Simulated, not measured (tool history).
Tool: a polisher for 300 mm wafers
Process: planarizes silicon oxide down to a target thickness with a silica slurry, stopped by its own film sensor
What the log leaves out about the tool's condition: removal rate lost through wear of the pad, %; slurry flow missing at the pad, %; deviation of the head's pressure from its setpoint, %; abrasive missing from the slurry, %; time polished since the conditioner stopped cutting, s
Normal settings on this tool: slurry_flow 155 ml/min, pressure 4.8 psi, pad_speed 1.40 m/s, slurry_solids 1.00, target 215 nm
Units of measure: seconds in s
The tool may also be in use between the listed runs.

run    hour  slurry_flow  pressure  pad_speed  slurry_solids  target  wafers since the last listed run  wafers polished on this pad  hours since the slurry nozzle was cleaned  hours since the head pressure was calibrated  hours since the slurry blender was calibrated  hours since the conditioning disc was replaced  incoming thickness of the incoming film, nm  seconds
  1     0.0          155       4.8       1.40           1.00     215                                 0                         4163                                      349.7                                          53.7                                          408.8                                           231.3                                        567.7     92.6
       28.4  -- slurry nozzle cleaned
       66.6  -- slurry blender recalibrated
  2    68.7          155       4.8       1.40           1.00     215                               868                         5031                                       40.3                                         122.4                                            2.1                                           300.0                                        557.5     86.0
  3   106.7          155       4.8       1.40           1.00     215                               502                         5534                                       78.3                                         160.4                                           40.1                                           338.0                                        560.9     87.3
  4   136.2          155       4.8       1.72           1.00     215                               390                         5924                                      107.8                                         189.9                                           69.6                                           367.5                                        565.7     75.0
      140.5  -- worn pad replaced by a new one
  5   161.8          140       4.8       1.40           1.00     215                               285                          281                                      133.4                                         215.5                                           95.2                                           393.1                                        560.4     90.1
  6   211.2          155       4.8       1.40           1.00     215                               653                          934                                      182.8                                         264.9                                          144.6                                           442.5                                        561.4     86.5
  7   265.5          155       4.8       0.92           0.75     257                               717                         1652                                      237.1                                         319.2                                          198.9                                           496.8                                        566.7    121.9
  8   322.4          155       4.8       1.40           1.00     215                               752                         2405                                      294.0                                         376.1                                          255.8                                           553.7                                        557.6     87.9
      343.8  -- conditioning disc replaced and pad reconditioned
  9   347.3          200       4.8       1.40           1.00     276                               302                         2708                                      318.9                                         401.0                                          280.7                                             3.5                                        551.7     69.1
 10   407.1          155       4.8       1.40           1.00     215                               790                         3498                                      378.7                                         460.8                                          340.5                                            63.3                                        558.8     89.2
      424.5  -- slurry nozzle cleaned
      449.6  -- slurry blender recalibrated
 11   453.7          170       4.0       1.40           1.20     215                               576                         4075                                       29.2                                         507.4                                            4.1                                           109.9                                        557.7     94.6
 12   509.7          210       4.8       1.40           1.00     215                               740                         4815                                       85.2                                         563.4                                           60.1                                           165.9                                        559.7     86.4
 13   544.0          200       4.8       1.16           1.20     169                               453                         5269                                      119.5                                         597.7                                           94.4                                           200.2                                        563.5    103.0
      552.2  -- worn pad replaced by a new one
 14   572.2          155       4.8       1.40           1.00     215                               319                          264                                      147.7                                         625.9                                          122.6                                           228.4                                        563.5     88.8
 15   608.0          155       4.8       1.56           0.80     215                               473                          737                                      183.5                                         661.7                                          158.4                                           264.2                                        555.0     86.9
 16   636.6          155       4.8       1.40           1.00     215                               378                         1116                                      212.1                                         690.3                                          187.0                                           292.8                                        565.4     88.9
 17   700.1          210       3.2       1.40           1.00     122                               839                         1955                                      275.6                                         753.8                                          250.5                                           356.3                                        553.8    158.9
 18   724.8          155       6.0       1.40           1.00     129                               326                         2282                                      300.3                                         778.5                                          275.2                                           381.0                                        560.3     88.3
      740.6  -- head pressure recalibrated
 19   751.6          155       4.8       1.40           1.00     215                               327                         2610                                      327.1                                          11.0                                          302.0                                           407.8                                        562.5     88.2
 20   780.1          155       4.8       1.40           1.00     215                               376                         2986                                      355.6                                          39.5                                          330.5                                           436.3                                        562.8     91.8
 21   814.2          155       4.8       1.40           1.00     295                               450                         3437                                      389.7                                          73.6                                          364.6                                           470.4                                        554.2     69.1
      850.0  -- slurry blender recalibrated
 22   867.0          155       4.8       1.40           1.00     160                               671                         4109                                      442.5                                         126.4                                           17.0                                           523.2                                        555.5    108.1
      885.4  -- slurry nozzle cleaned
 23   895.4          155       4.8       1.40           1.00     215                               362                         4471                                       10.0                                         154.8                                           45.4                                           551.6                                        568.9     89.3
      922.3  -- conditioning disc replaced and pad reconditioned
      931.7  -- worn pad replaced by a new one
 24   941.6          110       4.0       1.80           1.00     249                               531                          131                                       56.2                                         201.0                                           91.6                                            19.3                                        565.0     80.6
 25  1007.4          115       3.1       1.40           0.90     167                               870                         1001                                      122.0                                         266.8                                          157.4                                            85.1                                        559.3    169.0
 26  1068.3          110       4.8       1.40           1.00     215                               805                         1806                                      182.9                                         327.7                                          218.3                                           146.0                                        549.5     87.6

What the log doesn't show, run by run:
removal rate lost through wear of the pad, %: 0 across all the runs
deviation of the head's pressure from its setpoint, %: 0 across all the runs
abrasive missing from the slurry, %: 0 across all the runs
time polished since the conditioner stopped cutting, s: 0 across all the runs
H1: slurry flow missing at the pad, %
run    H1
  1  28.5
  2  1.39
  3  2.44
  4  3.71
  5  5.14
  6  8.77
  7  14.1
  8  21.1
  9  24.6
 10  34.3
 11   1.2
 12  2.68
 13  4.31
 14  6.06
 15  8.81
 16  11.4
 17  18.6
 18  21.9
 19  25.8
 20  30.3
 21  36.2
 22  46.4
 23  1.38
 24  2.09
 25  4.81
 26  9.12
